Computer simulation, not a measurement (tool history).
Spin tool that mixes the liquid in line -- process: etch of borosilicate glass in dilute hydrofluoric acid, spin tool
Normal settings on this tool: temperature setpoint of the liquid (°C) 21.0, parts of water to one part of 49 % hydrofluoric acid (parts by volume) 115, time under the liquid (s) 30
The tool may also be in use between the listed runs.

run     day  temperature setpoint of the liquid (°C)  parts of water to one part of 49 % hydrofluoric acid (parts by volume)  time under the liquid (s)  wafers since the last listed run  hours since the thermometer was replaced  hours since the hydrofluoric acid flow meter was replaced  hours since the gauge calibration  read-back film thickness of the borosilicate glass reference wafer, read on the same gauge (nm)  thickness taken off the borosilicate glass on a monitor wafer (angstrom)
  1   0.000                                     21.0                                                                     115                         30                                 0                                     531.6                                                     1035.0                              303.9                                                                                            50.03                                                                      65.9
  2   0.729                                     21.0                                                                     115                         30                               169                                     549.1                                                     1052.5                              321.4                                                                                            50.03                                                                      66.5
  3   1.133                                     25.0                                                                     115                         20                                93                                     558.8                                                     1062.2                              331.1                                                                                            49.98                                                                      50.8
  4   1.450                                     25.0                                                                     115                         20                                73                                     566.4                                                     1069.8                              338.7                                                                                            49.99                                                                      51.3
  5   2.167                                     22.0                                                                     115                         30                               166                                     583.6                                                     1087.0                              355.9                                                                                            50.02                                                                      69.3
  6   2.592                                     22.0                                                                     115                         30                                98                                     593.8                                                     1097.2                              366.1                                                                                            49.99                                                                      68.7
      2.775  -- hydrofluoric acid flow meter replaced
  7   3.258                                     22.0                                                                     115                         30                               145                                     609.8                                                       11.6                              382.1                                                                                            49.97                                                                      69.9
  8   3.846                                     21.0                                                                     115                         40                               136                                     623.9                                                       25.7                              396.2                                                                                            50.01                                                                      89.5
  9   4.271                                     21.0                                                                     115                         40                                98                                     634.1                                                       35.9                              406.4                                                                                            50.01                                                                      89.7
 10   4.875                                     21.0                                                                     115                         40                               140                                     648.6                                                       50.4                              420.9                                                                                            50.01                                                                      90.9
 11   5.612                                     21.0                                                                     115                         30                               171                                     666.3                                                       68.1                              438.6                                                                                            50.00                                                                      67.6
 12   6.471                                     21.0                                                                     115                         30                               199                                     686.9                                                       88.7                              459.2                                                                                            50.00                                                                      67.3
 13   7.171                                     18.5                                                                     135                         15                               162                                     703.7                                                      105.5                              476.0                                                                                            50.00                                                                      25.4
 14   7.667                                     23.0                                                                      80                         15                               115                                     715.6                                                      117.4                              487.9                                                                                            50.01                                                                      54.8
 15   8.342                                     21.0                                                                      75                         40                               156                                     731.8                                                      133.6                              504.1                                                                                            50.02                                                                     145.5
      8.767  -- gauge calibrated
 16   9.079                                     17.0                                                                     170                         45                               171                                     749.5                                                      151.3                                7.5                                                                                            50.01                                                                      54.9
 17   9.596                                     21.0                                                                     115                         30                               120                                     761.9                                                      163.7                               19.9                                                                                            49.96                                                                      68.0
 18   9.988                                     26.0                                                                     100                         35                                91                                     771.3                                                      173.1                               29.3                                                                                            49.95                                                                     113.8
 19  10.312                                     26.0                                                                     115                         45                                75                                     779.1                                                      180.9                               37.1                                                                                            49.97                                                                     122.9
     10.533  -- thermometer replaced
 20  10.971                                     19.5                                                                      75                         45                               143                                      10.5                                                      196.7                               52.9                                                                                            50.03                                                                     137.0
 21  11.471                                     21.0                                                                     115                         15                               116                                      22.5                                                      208.7                               64.9                                                                                            50.00                                                                      30.7
 22  11.871                                     21.0                                                                     115                         20                                92                                      32.1                                                      218.3                               74.5                                                                                            49.99                                                                      41.2
 23  12.246                                     17.0                                                                      60                         30                                87                                      41.1                                                      227.3                               83.5                                                                                            49.99                                                                     105.5
 24  12.592                                     21.0                                                                     115                         30                                80                                      49.4                                                      235.6                               91.8                                                                                            50.00                                                                      61.5
 25  12.904                                     17.0                                                                      80                         35                                72                                      56.9                                                      243.1                               99.3                                                                                            50.03                                                                      92.3
 26  13.488                                     21.0                                                                     115                         15                               135                                      70.9                                                      257.1                              113.3                                                                                            50.02                                                                      30.9

What will run 27 give?
 27  13.979                                     21.0                                                                     115                         45                               114                                      82.7                                                      268.9                              125.1                                                                                                ?                                                                         ?

Run 27 produced read-back film thickness of the borosilicate glass reference wafer, read on the same gauge (nm) 50.02, thickness taken off the borosilicate glass on a monitor wafer (angstrom) 93.3.
The same run, on a tool lacking any hidden state, would have yielded thickness taken off the borosilicate glass on a monitor wafer (angstrom) 92.2.
